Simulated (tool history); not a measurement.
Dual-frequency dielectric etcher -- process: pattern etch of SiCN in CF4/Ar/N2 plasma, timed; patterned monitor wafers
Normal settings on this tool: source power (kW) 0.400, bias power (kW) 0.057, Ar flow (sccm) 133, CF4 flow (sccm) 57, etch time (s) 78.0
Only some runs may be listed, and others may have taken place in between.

| run | hour | source power (kW) | bias power (kW) | Ar flow (sccm) | CF4 flow (sccm) | etch time (s) | read-back reference wafer on the same gauge, depth_nm | mean etch depth across the wafer (angstrom) |
|---|---|---|---|---|---|---|---|---|
| 1 | 0.0 | 0.340 | 0.057 | 133 | 57 | 66.0 | 57.8 | 358 |
| 2 | 18.7 | 0.340 | 0.057 | 133 | 57 | 66.0 | 57.8 | 356 |
| 3 | 36.1 | 0.400 | 0.063 | 133 | 57 | 78.0 | 57.8 | 516 |
| 4 | 48.9 | 0.400 | 0.063 | 133 | 57 | 78.0 | 57.8 | 516 |
| 5 | 148.0 | 0.400 | 0.057 | 133 | 57 | 78.0 | 57.7 | 497 |
| 6 | 178.2 | 0.400 | 0.068 | 133 | 57 | 83.0 | 57.8 | 561 |
| 7 | 190.8 | 0.400 | 0.068 | 133 | 57 | 83.0 | 57.8 | 565 |
| 8 | 208.3 | 0.400 | 0.068 | 133 | 57 | 83.0 | 57.8 | 562 |
| 9 | 243.5 | 0.400 | 0.057 | 133 | 57 | 78.0 | 57.8 | 500 |
| 10 | 279.4 | 0.400 | 0.057 | 133 | 57 | 78.0 | 57.8 | 502 |
| 11 | 307.6 | 0.400 | 0.057 | 133 | 57 | 78.0 | 57.8 | 500 |
| 12 | 322.5 | 0.400 | 0.052 | 159 | 68 | 94.5 | 57.7 | 594 |
| 13 | 352.7 | 0.400 | 0.057 | 133 | 57 | 78.0 | 57.8 | 501 |
| 14 | 381.7 | 0.400 | 0.057 | 133 | 57 | 78.0 | 57.8 | 498 |
| 15 | 394.4 | 0.400 | 0.057 | 133 | 57 | 78.0 | 57.8 | 503 |
| 16 | 415.5 | 0.400 | 0.052 | 159 | 68 | 94.5 | 57.7 | 592 |
| 17 | 437.5 | 0.320 | 0.062 | 133 | 57 | 68.5 | 57.9 | 355 |
| 18 | 469.4 | 0.400 | 0.051 | 143 | 67 | 100.5 | 57.8 | 635 |
| 19 | 482.1 | 0.310 | 0.067 | 133 | 63 | 60.5 | 57.9 | 311 |
| 20 | 495.6 | 0.400 | 0.045 | 142 | 57 | 78.0 | 57.8 | 468 |
| 21 | 513.7 | 0.400 | 0.057 | 156 | 57 | 78.0 | 57.8 | 493 |
| 22 | 527.7 | 0.480 | 0.046 | 133 | 49 | 78.0 | 57.8 | 560 |

Put back what was entered between runs (7 entries, withheld): which listed runs does each sit between, and how does the hidden state differ from the listed run before to the listed run after?
From run 5 to run 6: upper electrode replaced (hour 172.7)
  nothing in the hidden state changes from one run to the other
From run 7 to run 8: CF4 flow controller replaced (hour 201.2)
  nothing in the hidden state changes from one run to the other
From run 8 to run 9: bias power generator calibrated (hour 225.9); gauge calibrated (hour 236.4); source power generator calibrated (hour 243.0)
  nothing in the hidden state changes from one run to the other
From run 9 to run 10: Ar flow controller replaced (hour 270.1); wet clean of the chamber (hour 278.9)
  nothing in the hidden state changes from one run to the other

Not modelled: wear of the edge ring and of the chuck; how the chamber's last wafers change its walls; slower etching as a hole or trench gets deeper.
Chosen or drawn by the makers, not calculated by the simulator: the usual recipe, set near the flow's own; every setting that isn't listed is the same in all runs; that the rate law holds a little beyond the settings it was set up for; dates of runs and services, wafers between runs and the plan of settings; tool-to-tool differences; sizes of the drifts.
